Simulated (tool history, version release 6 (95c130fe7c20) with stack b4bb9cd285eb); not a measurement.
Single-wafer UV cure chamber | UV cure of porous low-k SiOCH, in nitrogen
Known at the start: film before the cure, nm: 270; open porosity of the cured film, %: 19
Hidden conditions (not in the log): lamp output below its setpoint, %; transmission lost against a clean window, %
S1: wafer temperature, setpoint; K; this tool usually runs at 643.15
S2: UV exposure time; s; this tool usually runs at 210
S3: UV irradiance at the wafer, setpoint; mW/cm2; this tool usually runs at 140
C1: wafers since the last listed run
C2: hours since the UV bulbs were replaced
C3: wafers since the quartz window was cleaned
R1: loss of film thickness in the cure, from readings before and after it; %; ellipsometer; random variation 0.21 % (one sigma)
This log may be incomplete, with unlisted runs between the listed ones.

Run 1, hour 0: usual settings; C1 0; C2 819.5; C3 838. Result: R1 11.204 %.
Run 2, hour 104.1: usual settings; C1 551; C2 923.6; C3 1389. Result: R1 11.25 %.
Run 3, hour 205.9: usual settings; C1 539; C2 1025.4; C3 1928. Result: R1 10.501 %.
Run 4, hour 300.3: usual settings but S1 633.15 K, S3 163 mW/cm2; C1 499; C2 1119.8; C3 2428. Result: R1 10.73 %.
Run 5, hour 360.5: usual settings but S1 633.15 K, S3 163 mW/cm2; C1 318; C2 1180; C3 2746. Result: R1 10.694 %.
Run 6, hour 435.2: usual settings; C1 395; C2 1254.7; C3 3142. Result: R1 9.827 %.
At hour 443.9: UV bulbs replaced.
At hour 451.6: quartz window cleaned.
Run 7, hour 492: usual settings; C1 217; C2 48.1; C3 214. Result: R1 12.013 %.
Run 8, hour 555.5: usual settings; C1 336; C2 111.6; C3 550. Result: R1 12.347 %.
Run 9, hour 628.2: usual settings; C1 384; C2 184.3; C3 935. Result: R1 11.596 %.
Run 10, hour 728.2: usual settings; C1 529; C2 284.3; C3 1464. Result: R1 11.79 %.
Run 11, hour 797.6: usual settings; C1 367; C2 353.7; C3 1832. Result: R1 11.58 %.
Run 12, hour 834.3: usual settings; C1 194; C2 390.4; C3 2026. Result: R1 11.221 %.
Run 13, hour 903.7: usual settings; C1 367; C2 459.8; C3 2394. Result: R1 11.45 %.
Run 14, hour 963.9: usual settings but S2 270 s; C1 318; C2 520; C3 2712. Result: R1 12.818 %.
Run 15, hour 1053.3: usual settings but S2 310 s, S3 129 mW/cm2; C1 473; C2 609.4; C3 3186. Result: R1 12.33 %.
At hour 1086.5: quartz window cleaned.
Run 16, hour 1099.6: usual settings but S2 310 s, S3 129 mW/cm2; C1 202; C2 655.7; C3 69. Result: R1 12.322 %.
Run 17, hour 1142.5: usual settings but S2 310 s, S3 129 mW/cm2; C1 227; C2 698.6; C3 296. Result: R1 12.405 %.
Run 18, hour 1198.7: usual settings but S1 653.15 K; C1 297; C2 754.8; C3 594. Result: R1 11.283 %.
Run 19, hour 1239: usual settings but S1 653.15 K; C1 213; C2 795.1; C3 807. Result: R1 10.938 %.
Run 20, hour 1298.5: usual settings but S1 653.15 K; C1 315; C2 854.6; C3 1122. Result: R1 11.014 %.
Run 21, hour 1341.6: usual settings but S2 295 s; C1 228; C2 897.7; C3 1350. Result: R1 12.312 %.
Run 22, hour 1401: usual settings but S1 651.15 K, S3 165 mW/cm2; C1 314; C2 957.1; C3 1665. Result: R1 11.887 %.
Run 23, hour 1455.6: usual settings; C1 289; C2 1011.7; C3 1954. Result: R1 10.483 %.
Run 24, hour 1529.6: usual settings but S1 661.15 K, S2 130 s, S3 180 mW/cm2; C1 391; C2 1085.7; C3 2346. Result: R1 9.894 %.
Run 25, hour 1571.5: usual settings but S1 637.15 K, S2 260 s; C1 221; C2 1127.6; C3 2568. Result: R1 11.332 %.
Run 26, hour 1614.7: usual settings but S1 661.15 K; C1 228; C2 1170.8; C3 2796. Result: R1 10.923 %.
Run 27, hour 1673.7: usual settings but S1 663.15 K, S2 245 s; C1 312; C2 1229.8; C3 3109. Result: R1 11.418 %.
At hour 1734.7: quartz window cleaned.
Run 28, hour 1735.2: usual settings but S1 630.15 K; C1 283; C2 1291.3; C3 2. Result: R1 9.731 %.
At hour 1767: UV bulbs replaced.
Run 29, hour 1833.9: usual settings but S1 653.15 K; C1 480; C2 66.9; C3 483. Result: R1 12.367 %.
Run 30, hour 1876.6: usual settings but S2 255 s; C1 226; C2 109.6; C3 709. Result: R1 12.913 %.
Run 31, hour 1935.9: usual settings; C1 313; C2 168.9; C3 1023. Result: R1 11.917 %.
Run 32, hour 2006: usual settings but S2 245 s; C1 371; C2 239; C3 1394. Result: R1 12.701 %.
Run 33, hour 2066.5: usual settings but S1 650.15 K, S2 160 s, S3 102 mW/cm2; C1 320; C2 299.5; C3 1714. Result: R1 8.987 %.
Run 34, hour 2154.2: usual settings but S3 172 mW/cm2; C1 464; C2 387.2; C3 2179. Result: R1 12.009 %.
Run 35, hour 2201.7: usual settings; C1 251; C2 434.7; C3 2430. Result: R1 11.387 %.
Run 36, hour 2260: usual settings but S1 650.15 K, S2 170 s, S3 174 mW/cm2; C1 308; C2 493; C3 2739. Result: R1 11.522 %.
Run 37, hour 2336.1: usual settings but S1 637.15 K, S2 155 s, S3 120 mW/cm2; C1 402; C2 569.1; C3 3142. Result: R1 9.227 %.
Run 38, hour 2397.9: usual settings; C1 327; C2 630.9; C3 3469. Result: R1 10.983 %.
Run 39, hour 2452.4: usual settings; C1 288; C2 685.4; C3 3758. Result: R1 10.847 %.
At hour 2492.8: quartz window cleaned.
Run 40, hour 2754.4: usual settings but S3 151 mW/cm2; C1 1556; C2 987.4; C3 1385. Result: R1 10.977 %.

What if the next run were any one of these 4? Each begins from the tool's condition after run 40:
Run A, hour 2754.9: usual settings; C1 2; C2 987.9; C3 1387. Result: R1 ?.
Run B, hour 2754.9: usual settings but S3 150 mW/cm2; C1 2; C2 987.9; C3 1387. Result: R1 ?.
Run C, hour 2754.9: usual settings but S1 655.15 K, S2 285 s; C1 2; C2 987.9; C3 1387. Result: R1 ?.
Run D, hour 2754.9: usual settings but S2 130 s; C1 2; C2 987.9; C3 1387. Result: R1 ?.

run      R1
  A  10.702
  B  11.013
  C  12.329
  D    8.61
Take away the tool's hidden state, keep each run's random variation, and the runs would have read:
run      R1
  A  12.616
  B  12.942
  C  14.314
  D  10.417

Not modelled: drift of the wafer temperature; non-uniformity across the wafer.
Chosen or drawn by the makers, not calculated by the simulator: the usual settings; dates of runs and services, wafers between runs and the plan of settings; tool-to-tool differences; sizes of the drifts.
